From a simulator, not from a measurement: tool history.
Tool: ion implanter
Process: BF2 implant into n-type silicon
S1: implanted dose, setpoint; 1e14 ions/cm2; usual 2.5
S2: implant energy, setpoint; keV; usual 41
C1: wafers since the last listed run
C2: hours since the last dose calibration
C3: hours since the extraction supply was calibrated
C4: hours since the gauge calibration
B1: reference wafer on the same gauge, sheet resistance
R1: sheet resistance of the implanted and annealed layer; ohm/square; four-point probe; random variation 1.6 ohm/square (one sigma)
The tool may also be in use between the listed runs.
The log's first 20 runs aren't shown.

run    hour    S1    S2    C1     C2      C3      C4      B1      R1
 21  1493.6  2.24  51.5  1032  225.5  4238.8  2321.2  438.66  419.61
 22  1550.3  2.75    36  1261  282.2  4295.5  2377.9  438.62  370.54
 23  1625.1  2.02    28  1664    357  4370.3  2452.7  438.74  491.76
 24  1730.2  2.08    50  2338  462.1  4475.4  2557.8  438.97  449.02
     1762.6  -- gauge calibrated
     1966.9  -- Faraday cup replaced and dose calibrated
     1973.1  -- extraction supply calibrated
 25  1980.8  2.88  30.5  5260   13.9     7.7   218.2  438.95  361.22
 26    2070  2.76  32.5  1984  103.1    96.9   307.4  439.39  371.96
 27  2108.9  2.24  51.5   865    142   135.8   346.3  438.85  422.42
 28  2151.5  2.74    46   947  184.6   178.4   388.9  438.73  361.15
 29  2247.6  2.19    50  2137  280.7   274.5     485  439.29  429.38
 30  2347.3  2.19    50  2217  380.4   374.2   584.7  439.09     430
 31  2402.6   1.8  34.5  1230  435.7   429.5     640  438.97  525.76
 32  2458.2  2.77    41  1236  491.3   485.1   695.6  439.02  364.28
 33  2512.5  1.92    49  1207  545.6   539.4   749.9  439.21  480.25
 34  2563.9  2.19    50  1143    597   590.8   801.3  438.51  429.23
     2589.5  -- Faraday cup replaced and dose calibrated
 35    2600  2.29    41   625   10.5   626.9   837.4  438.75  424.12
 36  2678.1  1.94  53.5  1737   88.6     705   915.5  439.48  471.29

3 ways to go on from here, each from the tool as it stands after run 36. What would each give?
  A  2678.5  2.08  41   8  89  705.4  915.9   ?   ?
  B  2678.5  3.09  41   8  89  705.4  915.9   ?   ?
  C  2678.5  1.83  29   8  89  705.4  915.9   ?   ?

run      B1      R1
  A  439.02  461.74
  B  439.02  332.25
  C  439.02  533.06
Without the tool's hidden state the same runs would have given:
run      R1
  A  461.74
  B  332.25
  C  533.06
